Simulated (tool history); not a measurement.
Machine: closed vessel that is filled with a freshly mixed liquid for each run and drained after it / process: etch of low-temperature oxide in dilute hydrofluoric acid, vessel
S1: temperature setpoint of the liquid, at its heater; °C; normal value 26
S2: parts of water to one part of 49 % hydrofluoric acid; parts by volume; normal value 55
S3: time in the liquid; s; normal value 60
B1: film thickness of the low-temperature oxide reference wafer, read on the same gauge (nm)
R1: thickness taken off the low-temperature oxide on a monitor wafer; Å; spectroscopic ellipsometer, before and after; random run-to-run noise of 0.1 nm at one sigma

{"run": 1, "hour": 0.0, "S1": 26, "S2": 55, "S3": 80, "B1": 39.99, "R1": 279.4}
{"run": 2, "hour": 51.3, "S1": 26, "S2": 55, "S3": 80, "B1": 40.02, "R1": 277.1}
{"run": 3, "hour": 122.6, "S1": 26, "S2": 55, "S3": 80, "B1": 39.99, "R1": 278.2}
{"run": 4, "hour": 181.5, "S1": 26, "S2": 70, "S3": 60, "B1": 39.98, "R1": 159.7}
{"run": 5, "hour": 229.4, "S1": 26, "S2": 55, "S3": 60, "B1": 39.99, "R1": 205.9}
{"run": 6, "hour": 277.2, "S1": 26, "S2": 55, "S3": 60, "B1": 40, "R1": 207.5}
{"run": 7, "hour": 301.7, "S1": 26, "S2": 45, "S3": 60, "B1": 40, "R1": 254}
{"run": 8, "hour": 347.1, "S1": 26, "S2": 45, "S3": 60, "B1": 39.99, "R1": 254.6}
{"run": 9, "hour": 416.6, "S1": 26, "S2": 55, "S3": 60, "B1": 39.99, "R1": 203.7}
{"run": 10, "hour": 465.5, "S1": 24.5, "S2": 55, "S3": 60, "B1": 40, "R1": 191}
{"run": 11, "hour": 533.2, "S1": 26, "S2": 55, "S3": 60, "B1": 40.01, "R1": 203.7}
{"run": 12, "hour": 574.5, "S1": 28, "S2": 40, "S3": 45, "B1": 40, "R1": 231.9}
{"hour": 599.6, "done": "gauge calibrated"}
{"hour": 614.7, "done": "thermometer replaced"}
{"run": 13, "hour": 647.4, "S1": 26, "S2": 55, "S3": 35, "B1": 40.01, "R1": 132.3}
{"run": 14, "hour": 687.6, "S1": 26, "S2": 80, "S3": 60, "B1": 40, "R1": 148.9}
{"hour": 700.1, "done": "hydrofluoric acid flow meter replaced"}
{"run": 15, "hour": 747.3, "S1": 26, "S2": 55, "S3": 60, "B1": 40, "R1": 225.4}
{"run": 16, "hour": 805.7, "S1": 28, "S2": 55, "S3": 60, "B1": 40, "R1": 242.2}
{"run": 17, "hour": 872.8, "S1": 22.5, "S2": 55, "S3": 60, "B1": 40, "R1": 192.9}
{"run": 18, "hour": 915.1, "S1": 24.5, "S2": 80, "S3": 75, "B1": 40.03, "R1": 173.6}

Each row is a separate what-if for the run after 18, all from the same tool condition, not one after another. Results?
{"run": "A", "hour": 915.8, "S1": 30, "S2": 55, "S3": 60, "B1": "?", "R1": "?"}
{"run": "B", "hour": 915.8, "S1": 30.5, "S2": 55, "S3": 95, "B1": "?", "R1": "?"}
{"run": "C", "hour": 915.8, "S1": 26, "S2": 55, "S3": 40, "B1": "?", "R1": "?"}
{"run": "D", "hour": 915.8, "S1": 26, "S2": 35, "S3": 60, "B1": "?", "R1": "?"}
{"run": "E", "hour": 915.8, "S1": 26, "S2": 55, "S3": 75, "B1": "?", "R1": "?"}

run=A B1=40.01 R1=261.2
run=B B1=40.01 R1=421.7
run=C B1=40.01 R1=148.4
run=D B1=40.01 R1=359.7
run=E B1=40.01 R1=278.3
What these runs would have given with no unlogged condition in the tool:
run=A R1=267.5
run=B R1=431.8
run=C R1=152.1
run=D R1=368.8
run=E R1=285.3

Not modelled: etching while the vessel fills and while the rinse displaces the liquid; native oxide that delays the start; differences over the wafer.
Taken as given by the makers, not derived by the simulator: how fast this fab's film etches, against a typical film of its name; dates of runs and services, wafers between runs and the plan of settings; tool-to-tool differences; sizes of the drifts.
